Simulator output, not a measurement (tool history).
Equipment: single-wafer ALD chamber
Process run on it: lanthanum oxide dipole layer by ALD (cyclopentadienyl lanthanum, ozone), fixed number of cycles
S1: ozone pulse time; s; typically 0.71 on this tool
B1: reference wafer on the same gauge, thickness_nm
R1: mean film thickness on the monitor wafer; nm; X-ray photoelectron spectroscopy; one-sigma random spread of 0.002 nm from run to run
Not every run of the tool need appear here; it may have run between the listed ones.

{"run": 1, "day": 0.0, "S1": 0.71, "B1": 0.388, "R1": 0.44}
{"run": 2, "day": 2.821, "S1": 0.71, "B1": 0.386, "R1": 0.441}
{"run": 3, "day": 4.804, "S1": 0.71, "B1": 0.386, "R1": 0.441}
{"run": 4, "day": 6.154, "S1": 0.59, "B1": 0.385, "R1": 0.401}
{"day": 7.808, "done": "showerhead replaced"}
{"day": 9.008, "done": "thermocouple changed; heater temperature recalibrated"}
{"run": 5, "day": 9.079, "S1": 0.71, "B1": 0.385, "R1": 0.438}
{"day": 9.908, "done": "ozone generator serviced"}
{"run": 6, "day": 10.612, "S1": 0.71, "B1": 0.385, "R1": 0.437}
{"run": 7, "day": 13.538, "S1": 0.71, "B1": 0.384, "R1": 0.44}
{"day": 13.738, "done": "gauge calibrated"}
{"run": 8, "day": 14.608, "S1": 0.87, "B1": 0.389, "R1": 0.482}
{"run": 9, "day": 16.346, "S1": 0.95, "B1": 0.388, "R1": 0.497}
{"run": 10, "day": 17.725, "S1": 0.71, "B1": 0.387, "R1": 0.442}
{"run": 11, "day": 19.192, "S1": 0.71, "B1": 0.386, "R1": 0.44}
{"run": 12, "day": 20.6, "S1": 0.96, "B1": 0.386, "R1": 0.491}
{"run": 13, "day": 22.042, "S1": 0.71, "B1": 0.385, "R1": 0.441}
{"run": 14, "day": 23.508, "S1": 0.84, "B1": 0.385, "R1": 0.469}

Results per run with the tool's hidden condition removed, run-to-run variation unchanged:
Hidden state at play: wafer temperature above the value expected at the setpoint (K); ozone dose above that of a generator just serviced (%); gauge reads high (%).
run=1 R1=0.442
run=2 R1=0.446
run=3 R1=0.446
run=4 R1=0.406
run=5 R1=0.444
run=6 R1=0.443
run=7 R1=0.446
run=8 R1=0.482
run=9 R1=0.500
run=10 R1=0.446
run=11 R1=0.444
run=12 R1=0.497
run=13 R1=0.446
run=14 R1=0.475
